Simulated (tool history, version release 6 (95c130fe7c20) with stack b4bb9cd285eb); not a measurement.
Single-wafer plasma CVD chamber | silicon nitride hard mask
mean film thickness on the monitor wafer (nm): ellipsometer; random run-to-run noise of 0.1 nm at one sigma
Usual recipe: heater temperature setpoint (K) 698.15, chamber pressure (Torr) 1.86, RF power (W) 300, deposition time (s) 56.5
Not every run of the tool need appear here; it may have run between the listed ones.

run,hour,heater temperature setpoint (K),chamber pressure (Torr),RF power (W),deposition time (s),"read-back reference wafer on the same gauge, thickness_nm",mean film thickness on the monitor wafer (nm)
1,0.0,698.15,1.86,300,56.5,60.996,64.116
2,16.8,698.15,1.86,300,56.5,61.017,64.228
3,25.5,698.15,1.86,300,56.5,61.019,64.016
4,43.4,698.15,1.86,300,56.5,60.985,63.923
5,56.7,698.15,1.86,300,56.5,61.021,64.069
6,69.0,704.15,1.86,265,56.5,60.965,58.889
7,82.9,704.15,1.86,265,56.5,61.002,59.191
8,89.9,698.15,1.86,300,56.5,60.999,63.871
9,105.9,698.15,2.09,275,56.5,61.009,62.406
10,116.8,698.15,2.09,275,56.5,61.003,62.089
# hour 120.4: gauge calibrated
11,123.5,698.15,1.86,300,56.5,61.014,64.018
12,135.4,698.15,1.86,300,56.5,61.026,63.760
13,145.2,698.15,1.86,300,56.5,61.015,63.837
14,153.1,707.15,1.86,300,56.5,61.015,63.681
# hour 163.2: showerhead replaced
15,163.7,698.15,1.86,285,56.5,61.009,61.839
16,168.0,698.15,1.86,300,56.5,60.969,63.789
# hour 197.3: capacitance manometer re-zeroed and calibrated
# hour 216.5: RF generator calibrated
17,217.0,698.15,2.12,300,56.5,60.987,69.170
18,221.9,698.15,2.16,245,56.5,61.032,61.492
# hour 230.6: thermocouple changed; heater temperature recalibrated
19,234.5,698.15,1.86,300,56.5,60.992,67.181
20,247.9,686.15,1.55,355,56.5,60.989,71.103
21,256.1,698.15,1.86,245,62.9,60.959,66.153
22,269.2,698.15,1.86,300,52.9,60.977,62.919
23,284.3,698.15,1.86,300,46.5,60.968,55.192
24,294.9,702.15,1.59,345,56.5,61.013,69.876
25,304.0,698.15,2.18,300,56.5,60.954,69.623
26,315.3,698.15,1.86,300,56.5,60.993,67.064

Forecast each of these 3 alternatives for the next run:
A,315.7,698.15,1.86,300,56.5,?,?
B,315.7,705.15,1.86,270,56.5,?,?
C,315.7,698.15,1.48,250,56.5,?,?

run,"read-back reference wafer on the same gauge, thickness_nm",mean film thickness on the monitor wafer (nm)
A,61.050,67.013
B,61.050,62.721
C,61.050,56.739
What these runs would have given with no unlogged condition in the tool:
run,mean film thickness on the monitor wafer (nm)
A,67.235
B,62.932
C,56.935
